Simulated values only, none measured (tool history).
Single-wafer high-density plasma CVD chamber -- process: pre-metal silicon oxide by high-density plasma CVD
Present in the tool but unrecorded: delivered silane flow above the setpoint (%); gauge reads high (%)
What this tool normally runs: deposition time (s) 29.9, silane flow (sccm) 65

| run | hour | deposition time (s) | silane flow (sccm) | wafers since the last listed run | hours since the silane flow controller was replaced | hours since the gauge calibration | read-back reference wafer on the same gauge, thickness_nm | mean film thickness on the monitor wafer (angstrom) |
|---|---|---|---|---|---|---|---|---|
| 1 | 0 | 29.9 | 65 | 0 | 784.7 | 1550.8 | 156.854 | 2001.65 |
|  | 5.4 | gauge calibrated |
| 2 | 78.5 | 29.9 | 65 | 1311 | 863.2 | 73.1 | 157.073 | 2011.93 |
| 3 | 131.3 | 29.9 | 65 | 882 | 916 | 125.9 | 156.842 | 2008.53 |
| 4 | 227.6 | 29.9 | 65 | 1608 | 1012.3 | 222.2 | 156.938 | 2006.84 |
| 5 | 328.7 | 29.9 | 65 | 1688 | 1113.4 | 323.3 | 156.937 | 2006.21 |
| 6 | 422.5 | 29.9 | 65 | 1566 | 1207.2 | 417.1 | 156.857 | 2015.37 |
| 7 | 521.5 | 29.9 | 65 | 1653 | 1306.2 | 516.1 | 157.044 | 2009.19 |
| 8 | 586.6 | 26.5 | 65 | 1087 | 1371.3 | 581.2 | 156.828 | 1791.08 |
| 9 | 674.6 | 26.9 | 71 | 1470 | 1459.3 | 669.2 | 157.015 | 1931.21 |
| 10 | 729.1 | 33.4 | 61 | 910 | 1513.8 | 723.7 | 157.016 | 2148.53 |
| 11 | 798.7 | 29.9 | 65 | 1162 | 1583.4 | 793.3 | 157.089 | 2018.89 |
| 12 | 888.2 | 32.5 | 65 | 1495 | 1672.9 | 882.8 | 156.871 | 2188.73 |
| 13 | 942.4 | 32.5 | 65 | 905 | 1727.1 | 937 | 156.931 | 2212.34 |
| 14 | 993.5 | 29.9 | 65 | 853 | 1778.2 | 988.1 | 156.992 | 2026.28 |
| 15 | 1086 | 29.9 | 72 | 1545 | 1870.7 | 1080.6 | 156.952 | 2182.19 |
| 16 | 1126.4 | 29.9 | 72 | 674 | 1911.1 | 1121 | 157.148 | 2196.13 |
| 17 | 1226.7 | 29.9 | 71 | 1675 | 2011.4 | 1221.3 | 156.844 | 2156.31 |
| 18 | 1377 | 27 | 70 | 2510 | 2161.7 | 1371.6 | 157.023 | 1939.79 |
| 19 | 1453.2 | 27 | 70 | 1272 | 2237.9 | 1447.8 | 156.954 | 1919.9 |
| 20 | 1500.9 | 27 | 70 | 796 | 2285.6 | 1495.5 | 156.924 | 1939.91 |
| 21 | 1566.8 | 29.9 | 65 | 1100 | 2351.5 | 1561.4 | 156.835 | 2031.35 |
| 22 | 1628.4 | 29.9 | 65 | 1029 | 2413.1 | 1623 | 157.171 | 2034.23 |
| 23 | 1686.2 | 33.9 | 70 | 965 | 2470.9 | 1680.8 | 156.967 | 2432.8 |
| 24 | 1752.7 | 29.9 | 65 | 1110 | 2537.4 | 1747.3 | 157.06 | 2026.01 |
| 25 | 1806 | 29.9 | 53 | 890 | 2590.7 | 1800.6 | 156.939 | 1758.09 |
| 26 | 1843.8 | 34.2 | 65 | 631 | 2628.5 | 1838.4 | 156.749 | 2346.44 |
|  | 1889.2 | gauge calibrated |
| 27 | 1903.5 | 29.9 | 65 | 997 | 2688.2 | 14.3 | 157.023 | 2046.99 |
| 28 | 2001.2 | 29.9 | 65 | 1632 | 2785.9 | 112 | 156.843 | 2043.85 |
| 29 | 2057.6 | 32.1 | 60 | 942 | 2842.3 | 168.4 | 156.854 | 2071.77 |
| 30 | 2094.4 | 28 | 65 | 614 | 2879.1 | 205.2 | 156.905 | 1889.2 |
| 31 | 2130.7 | 27 | 70 | 606 | 2915.4 | 241.5 | 156.918 | 1937.58 |
| 32 | 2202.5 | 33.5 | 55 | 1199 | 2987.2 | 313.3 | 157.155 | 2033.89 |
|  | 2264.9 | silane flow controller replaced |
| 33 | 2279.3 | 34.9 | 65 | 1149 | 14.4 | 390.1 | 157.091 | 2280.84 |
| 34 | 2328 | 26.4 | 77 | 813 | 63.1 | 438.8 | 157.011 | 1961.32 |
| 35 | 2367.6 | 27.1 | 65 | 661 | 102.7 | 478.4 | 157.052 | 1788.57 |
| 36 | 2417.6 | 29.9 | 65 | 835 | 152.7 | 528.4 | 157.212 | 1980.54 |
| 37 | 2519 | 35.6 | 69 | 1693 | 254.1 | 629.8 | 157.082 | 2461.01 |
| 38 | 2602 | 26.1 | 75 | 1386 | 337.1 | 712.8 | 156.85 | 1921.09 |
| 39 | 2681 | 26.1 | 69 | 1319 | 416.1 | 791.8 | 157.19 | 1808.36 |
| 40 | 2781 | 29.9 | 58 | 1670 | 516.1 | 891.8 | 156.888 | 1834.87 |
| 41 | 2880.4 | 31.5 | 54 | 1660 | 615.5 | 991.2 | 157.027 | 1849.35 |
| 42 | 2959.4 | 25.3 | 69 | 1319 | 694.5 | 1070.2 | 157.023 | 1770.89 |
| 43 | 3052.2 | 29.9 | 65 | 1550 | 787.3 | 1163 | 156.965 | 1992.6 |
| 44 | 3111.9 | 29.9 | 74 | 997 | 847 | 1222.7 | 157.105 | 2219.33 |

Consider 5 possible next runs. They are alternatives, not a sequence: every one starts from the tool as it was left by run 44. What does each give?
| A | 3112.3 | 29.9 | 59 | 6 | 847.4 | 1223.1 | ? | ? |
| B | 3112.3 | 29.9 | 61 | 6 | 847.4 | 1223.1 | ? | ? |
| C | 3112.3 | 26.1 | 57 | 6 | 847.4 | 1223.1 | ? | ? |
| D | 3112.3 | 26.9 | 65 | 6 | 847.4 | 1223.1 | ? | ? |
| E | 3112.3 | 29.9 | 57 | 6 | 847.4 | 1223.1 | ? | ? |

| run | read-back reference wafer on the same gauge, thickness_nm | mean film thickness on the monitor wafer (angstrom) |
|---|---|---|
| A | 157.185 | 1853.98 |
| B | 157.185 | 1899.2 |
| C | 157.185 | 1578.88 |
| D | 157.185 | 1790.01 |
| E | 157.185 | 1808.76 |
Take away the tool's hidden state, keep each run's random variation, and the runs would have read:
| run | mean film thickness on the monitor wafer (angstrom) |
|---|---|
| A | 1807.39 |
| B | 1851.47 |
| C | 1539.2 |
| D | 1745.03 |
| E | 1763.3 |
